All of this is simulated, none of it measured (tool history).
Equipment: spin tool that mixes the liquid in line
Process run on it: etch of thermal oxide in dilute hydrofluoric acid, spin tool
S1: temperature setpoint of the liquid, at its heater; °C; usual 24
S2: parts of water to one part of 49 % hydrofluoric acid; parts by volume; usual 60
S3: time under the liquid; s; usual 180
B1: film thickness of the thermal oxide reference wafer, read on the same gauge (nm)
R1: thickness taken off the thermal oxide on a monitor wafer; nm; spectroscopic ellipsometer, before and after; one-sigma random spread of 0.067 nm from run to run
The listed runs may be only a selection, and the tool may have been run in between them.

Run 1, hour 0: usual settings; B1 30. Result: R1 14.71 nm.
Run 2, hour 77.1: usual settings; B1 30.06. Result: R1 14.77 nm.
At hour 107.3: thermometer replaced.
Run 3, hour 149.8: usual settings but S3 95 s; B1 30. Result: R1 8.27 nm.
Run 4, hour 222.2: usual settings but S3 95 s; B1 30. Result: R1 8.21 nm.
Run 5, hour 258.4: usual settings but S3 95 s; B1 29.99. Result: R1 8.28 nm.
Run 6, hour 345.4: usual settings but S2 75 parts by volume; B1 30.01. Result: R1 12.28 nm.
Run 7, hour 402.9: usual settings but S2 75 parts by volume; B1 30. Result: R1 12.26 nm.
Run 8, hour 464.6: usual settings but S1 20.5 °C; B1 29.99. Result: R1 13.48 nm.
Run 9, hour 544.6: usual settings but S1 20.5 °C; B1 29.98. Result: R1 13.54 nm.
Run 10, hour 637.9: usual settings but S3 140 s; B1 30.01. Result: R1 12.2 nm.
Run 11, hour 722.9: usual settings but S3 140 s; B1 30.04. Result: R1 12.06 nm.
Run 12, hour 780.6: usual settings but S3 140 s; B1 30.04. Result: R1 12.12 nm.
Run 13, hour 899.5: usual settings; B1 30. Result: R1 15.44 nm.
Run 14, hour 1013.7: usual settings but S1 20.5 °C, S2 40 parts by volume, S3 125 s; B1 30. Result: R1 14.2 nm.
At hour 1038.6: hydrofluoric acid flow meter replaced.
Run 15, hour 1083.3: usual settings; B1 29.98. Result: R1 14.9 nm.
Run 16, hour 1162: usual settings but S1 26.5 °C, S2 90 parts by volume, S3 85 s; B1 29.99. Result: R1 4.98 nm.
Run 17, hour 1227.3: usual settings; B1 29.99. Result: R1 14.86 nm.
Run 18, hour 1264.7: usual settings but S1 27 °C, S2 35 parts by volume, S3 290 s; B1 30.01. Result: R1 47.88 nm.
Run 19, hour 1338.7: usual settings; B1 29.96. Result: R1 14.81 nm.
Run 20, hour 1441.7: usual settings but S1 27.5 °C, S2 35 parts by volume, S3 235 s; B1 30.02. Result: R1 39.79 nm.
At hour 1523: gauge calibrated.
Run 21, hour 1531.5: usual settings but S1 28 °C, S2 35 parts by volume, S3 130 s; B1 30. Result: R1 22.24 nm.
Run 22, hour 1619.2: usual settings; B1 30. Result: R1 14.66 nm.
At hour 1680.8: thermometer replaced.
Run 23, hour 1702.4: usual settings but S2 45 parts by volume, S3 260 s; B1 29.99. Result: R1 30.46 nm.

Forecast run 24:
Run 24, hour 1755.6: usual settings; B1 ?. Result: R1 ?.

Run 24 gave B1 29.99, R1 15.51 nm.
Take away the tool's hidden state, keep the run-to-run variation as it was, and the same run would have given R1 15.37 nm.

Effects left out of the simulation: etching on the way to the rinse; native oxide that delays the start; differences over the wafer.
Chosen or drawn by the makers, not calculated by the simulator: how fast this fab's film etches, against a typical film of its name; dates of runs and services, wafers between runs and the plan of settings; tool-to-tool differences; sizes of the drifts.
